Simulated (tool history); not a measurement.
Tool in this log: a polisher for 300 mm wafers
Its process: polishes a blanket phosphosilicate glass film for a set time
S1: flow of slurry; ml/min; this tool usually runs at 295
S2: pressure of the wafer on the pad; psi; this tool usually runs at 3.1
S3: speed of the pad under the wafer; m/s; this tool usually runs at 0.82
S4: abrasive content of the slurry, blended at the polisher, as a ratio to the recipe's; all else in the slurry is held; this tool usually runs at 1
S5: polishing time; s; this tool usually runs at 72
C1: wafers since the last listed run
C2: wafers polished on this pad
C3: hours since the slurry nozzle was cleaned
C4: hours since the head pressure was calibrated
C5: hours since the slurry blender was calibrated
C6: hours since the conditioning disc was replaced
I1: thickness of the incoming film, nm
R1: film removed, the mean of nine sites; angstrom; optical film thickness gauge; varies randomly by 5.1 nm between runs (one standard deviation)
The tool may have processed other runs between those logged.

| run | hour | S1 | S2 | S3 | S4 | S5 | C1 | C2 | C3 | C4 | C5 | C6 | I1 | R1 |
|---|---|---|---|---|---|---|---|---|---|---|---|---|---|---|
| 1 | 0 | 295 | 3.1 | 0.82 | 1 | 72 | 0 | 2363 | 287.2 | 1091.2 | 30.5 | 62.5 | 3132.6 | 3995 |
| 2 | 38.3 | 295 | 3.1 | 0.82 | 1 | 72 | 548 | 2912 | 325.5 | 1129.5 | 68.8 | 100.8 | 3074.9 | 3902 |
|  | 93.4 | slurry nozzle cleaned |
| 3 | 123.1 | 295 | 3.1 | 0.82 | 1 | 72 | 1199 | 4111 | 29.7 | 1214.3 | 153.6 | 185.6 | 3077.8 | 3800 |
|  | 162.4 | worn pad replaced by a new one |
| 4 | 165.4 | 295 | 2.3 | 0.82 | 0.85 | 72 | 548 | 42 | 72 | 1256.6 | 195.9 | 227.9 | 3050.9 | 2944 |
| 5 | 222.9 | 295 | 2.3 | 0.82 | 0.85 | 72 | 823 | 865 | 129.5 | 1314.1 | 253.4 | 285.4 | 3143.6 | 2890 |
|  | 259.6 | slurry blender recalibrated |
| 6 | 288.4 | 295 | 2.3 | 0.82 | 0.85 | 72 | 909 | 1774 | 195 | 1379.6 | 28.8 | 350.9 | 3114.8 | 2819 |
|  | 314.6 | conditioning disc replaced and pad reconditioned |
|  | 479.5 | worn pad replaced by a new one |
|  | 495.7 | slurry nozzle cleaned |
|  | 514.2 | head pressure recalibrated |
|  | 543.1 | slurry blender recalibrated |
| 7 | 584.7 | 295 | 3.1 | 0.72 | 1 | 72 | 4084 | 1434 | 89 | 70.5 | 41.6 | 270.1 | 3068.9 | 3631 |
| 8 | 649.7 | 295 | 3.1 | 0.72 | 1 | 72 | 930 | 2365 | 154 | 135.5 | 106.6 | 335.1 | 3074 | 3554 |
| 9 | 713.6 | 295 | 3.1 | 0.82 | 1 | 72 | 914 | 3280 | 217.9 | 199.4 | 170.5 | 399 | 3137.7 | 3957 |
|  | 741.3 | worn pad replaced by a new one |
|  | 751.4 | conditioning disc replaced and pad reconditioned |
| 10 | 801.9 | 255 | 3.1 | 0.82 | 1 | 51 | 1178 | 839 | 306.2 | 287.7 | 258.8 | 50.5 | 3113 | 2824 |
|  | 824.6 | slurry blender recalibrated |
|  | 889.5 | slurry nozzle cleaned |
| 11 | 905.1 | 295 | 3.1 | 0.82 | 1 | 72 | 1434 | 2273 | 15.6 | 390.9 | 80.5 | 153.7 | 3074.3 | 3943 |
| 12 | 995.2 | 295 | 2.6 | 0.82 | 0.75 | 72 | 1289 | 3563 | 105.7 | 481 | 170.6 | 243.8 | 3081.3 | 2881 |
| 13 | 1035.5 | 245 | 3.1 | 0.82 | 0.8 | 60 | 576 | 4140 | 146 | 521.3 | 210.9 | 284.1 | 3067.5 | 2895 |
|  | 1048.4 | worn pad replaced by a new one |
| 14 | 1125.9 | 295 | 3.1 | 0.82 | 1 | 72 | 1236 | 1109 | 236.4 | 611.7 | 301.3 | 374.5 | 3099.9 | 4132 |
|  | 1148.4 | slurry blender recalibrated |
| 15 | 1197.3 | 255 | 3.1 | 0.9 | 1 | 89 | 993 | 2102 | 307.8 | 683.1 | 48.9 | 445.9 | 3029.3 | 5100 |
|  | 1201.1 | conditioning disc replaced and pad reconditioned |
| 16 | 1233.8 | 295 | 3.1 | 0.82 | 1 | 72 | 493 | 2596 | 344.3 | 719.6 | 85.4 | 32.7 | 3118.1 | 3984 |

Run 17 is up next; what results do you expect?
|  | 1253.9 | slurry nozzle cleaned |
|  | 1317.4 | worn pad replaced by a new one |
| 17 | 1373.2 | 295 | 3.9 | 0.96 | 1 | 72 | 1924 | 798 | 119.3 | 859 | 224.8 | 172.1 | 3035.7 | ? |

Run 17 gave R1 5735 angstrom.
Without the tool's hidden state the same run would have given R1 5856 angstrom.

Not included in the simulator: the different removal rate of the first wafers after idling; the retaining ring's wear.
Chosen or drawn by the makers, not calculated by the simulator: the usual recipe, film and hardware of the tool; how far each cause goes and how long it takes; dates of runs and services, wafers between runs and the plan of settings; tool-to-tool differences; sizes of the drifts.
